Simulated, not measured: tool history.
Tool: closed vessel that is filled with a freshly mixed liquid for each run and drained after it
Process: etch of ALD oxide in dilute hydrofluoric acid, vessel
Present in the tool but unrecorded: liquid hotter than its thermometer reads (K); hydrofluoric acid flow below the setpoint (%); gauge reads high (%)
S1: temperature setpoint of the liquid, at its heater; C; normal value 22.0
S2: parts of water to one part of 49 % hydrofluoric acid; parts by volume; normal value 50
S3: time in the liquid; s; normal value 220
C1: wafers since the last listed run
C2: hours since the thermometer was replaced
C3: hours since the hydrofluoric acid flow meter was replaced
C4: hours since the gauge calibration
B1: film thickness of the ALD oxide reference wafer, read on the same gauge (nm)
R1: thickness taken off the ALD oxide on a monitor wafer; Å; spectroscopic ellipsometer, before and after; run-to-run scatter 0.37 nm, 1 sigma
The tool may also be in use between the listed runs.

Run 1, day 0.000: usual settings; C1 0; C2 505.8; C3 653.5; C4 1071.7; B1 150.00. Result: R1 460.6 Å.
Run 2, day 3.433: usual settings but S3 275 s; C1 7478; C2 588.2; C3 735.9; C4 1154.1; B1 150.00. Result: R1 575.6 Å.
At day 4.658: hydrofluoric acid flow meter replaced.
Run 3, day 7.062: usual settings but S2 35 parts by volume; C1 7814; C2 675.3; C3 57.7; C4 1241.2; B1 150.00. Result: R1 665.5 Å.
Run 4, day 10.825: usual settings but S2 35 parts by volume; C1 8195; C2 765.6; C3 148.0; C4 1331.5; B1 150.02. Result: R1 682.7 Å.
Run 5, day 12.729: usual settings but S2 55 parts by volume; C1 4147; C2 811.3; C3 193.7; C4 1377.2; B1 149.95. Result: R1 425.3 Å.
Run 6, day 17.167: usual settings but S2 55 parts by volume; C1 9665; C2 917.8; C3 300.2; C4 1483.7; B1 150.03. Result: R1 427.0 Å.
Run 7, day 21.612: usual settings but S2 55 parts by volume; C1 9684; C2 1024.5; C3 406.9; C4 1590.4; B1 150.01. Result: R1 427.0 Å.
Run 8, day 24.183: usual settings; C1 5599; C2 1086.2; C3 468.6; C4 1652.1; B1 149.99. Result: R1 477.3 Å.
Run 9, day 26.604: usual settings; C1 5273; C2 1144.3; C3 526.7; C4 1710.2; B1 150.02. Result: R1 474.2 Å.
At day 30.354: gauge calibrated.
Run 10, day 31.071: usual settings; C1 9729; C2 1251.5; C3 633.9; C4 17.2; B1 149.98. Result: R1 467.6 Å.
At day 33.312: thermometer replaced.
Run 11, day 33.333: usual settings; C1 4837; C2 0.5; C3 688.2; C4 71.5; B1 149.98. Result: R1 500.7 Å.
Run 12, day 37.371: usual settings but S1 25.0 C, S3 185 s; C1 8794; C2 97.4; C3 785.1; C4 168.4; B1 149.98. Result: R1 481.6 Å.
At day 38.104: hydrofluoric acid flow meter replaced.
Run 13, day 41.788: usual settings but S2 25 parts by volume; C1 9529; C2 203.4; C3 88.4; C4 274.4; B1 150.03. Result: R1 1050.8 Å.
Run 14, day 45.654: usual settings; C1 8422; C2 296.2; C3 181.2; C4 367.2; B1 150.05. Result: R1 508.9 Å.
At day 47.612: thermometer replaced, repeated, since the last time left the tool worse.
Run 15, day 50.104: usual settings but S1 26.0 C, S2 40 parts by volume; C1 9602; C2 59.8; C3 288.0; C4 474.0; B1 149.97. Result: R1 678.1 Å.
Run 16, day 52.950: usual settings; C1 6198; C2 128.1; C3 356.3; C4 542.3; B1 150.01. Result: R1 459.9 Å.
Run 17, day 57.229: usual settings but S2 70 parts by volume, S3 150 s; C1 9321; C2 230.8; C3 459.0; C4 645.0; B1 150.02. Result: R1 211.7 Å.
Run 18, day 59.842: usual settings but S1 23.5 C; C1 5690; C2 293.5; C3 521.7; C4 707.7; B1 149.97. Result: R1 486.3 Å.
Run 19, day 65.450: usual settings; C1 12216; C2 428.1; C3 656.3; C4 842.3; B1 150.00. Result: R1 461.3 Å.
Run 20, day 68.217: usual settings but S1 19.0 C, S2 35 parts by volume; C1 6026; C2 494.5; C3 722.7; C4 908.7; B1 150.04. Result: R1 592.6 Å.
Run 21, day 71.246: usual settings but S2 30 parts by volume; C1 6598; C2 567.2; C3 795.4; C4 981.4; B1 150.01. Result: R1 782.7 Å.

Some steps in R1, run to run, broken into two amounts with sign: the step expected even without the hidden condition (settings, incoming material, random variation), and the rest, left for the hidden condition together with whatever gauge scatter is not in both the measured and the hidden-condition-free result:
Run 12 -> 13: S1 25.0 -> 22.0, S2 50 -> 25, S3 185 -> 220, hydrofluoric acid flow meter replaced. R1 +569.2 Å: hidden state +74.3, all else +494.9.
Run 13 -> 14: S2 25 -> 50. R1 -541.9 Å: hidden state -65.7, all else -476.2.
